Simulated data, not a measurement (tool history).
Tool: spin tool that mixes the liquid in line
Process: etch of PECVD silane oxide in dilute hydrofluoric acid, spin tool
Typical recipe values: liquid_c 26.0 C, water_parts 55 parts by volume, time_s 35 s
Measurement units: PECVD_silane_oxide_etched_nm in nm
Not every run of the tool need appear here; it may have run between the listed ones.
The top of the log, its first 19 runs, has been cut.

| run | hour | liquid_c | water_parts | time_s | wafers since the last listed run | hours since the thermometer was replaced | hours since the hydrofluoric acid flow meter was replaced | hours since the gauge calibration | read-back film thickness of the PECVD silane oxide reference wafer, read on the same gauge (nm) | PECVD_silane_oxide_etched_nm |
|---|---|---|---|---|---|---|---|---|---|---|
| 20 | 1258.1 | 23.5 | 80 | 50 | 1542 | 2257.5 | 395.1 | 1692.4 | 119.98 | 24.28 |
| 21 | 1345.7 | 26.0 | 55 | 35 | 1277 | 2345.1 | 482.7 | 1780.0 | 120.00 | 28.51 |
|  | 1429.4 | thermometer replaced |
|  | 1478.8 | gauge calibrated |
| 22 | 1556.7 | 26.0 | 30 | 35 | 3061 | 127.3 | 693.7 | 77.9 | 120.01 | 53.20 |
| 23 | 1596.9 | 23.5 | 40 | 35 | 586 | 167.5 | 733.9 | 118.1 | 120.02 | 35.46 |
| 24 | 1674.8 | 26.0 | 55 | 35 | 1135 | 245.4 | 811.8 | 196.0 | 119.98 | 28.26 |
| 25 | 1740.2 | 28.0 | 30 | 45 | 953 | 310.8 | 877.2 | 261.4 | 120.01 | 74.74 |
|  | 1769.1 | hydrofluoric acid flow meter replaced |
| 26 | 1792.7 | 29.0 | 55 | 15 | 750 | 363.3 | 23.6 | 313.9 | 120.02 | 13.19 |
| 27 | 1835.1 | 28.5 | 35 | 35 | 618 | 405.7 | 66.0 | 356.3 | 119.98 | 49.06 |
| 28 | 1919.1 | 24.0 | 65 | 35 | 1224 | 489.7 | 150.0 | 440.3 | 119.99 | 21.24 |
| 29 | 2010.3 | 24.5 | 70 | 25 | 1329 | 580.9 | 241.2 | 531.5 | 119.99 | 14.40 |
| 30 | 2079.0 | 23.5 | 55 | 30 | 1001 | 649.6 | 309.9 | 600.2 | 120.04 | 21.48 |
| 31 | 2270.5 | 23.5 | 80 | 50 | 2792 | 841.1 | 501.4 | 791.7 | 120.00 | 24.08 |

What will run 32 give?
| 32 | 2333.8 | 26.0 | 55 | 40 | 922 | 904.4 | 564.7 | 855.0 | ? | ? |

read-back film thickness of the PECVD silane oxide reference wafer, read on the same gauge (nm): 119.98
PECVD_silane_oxide_etched_nm: 32.09 nm
The same run, on a tool lacking any hidden state, would have yielded PECVD_silane_oxide_etched_nm 31.08 nm.
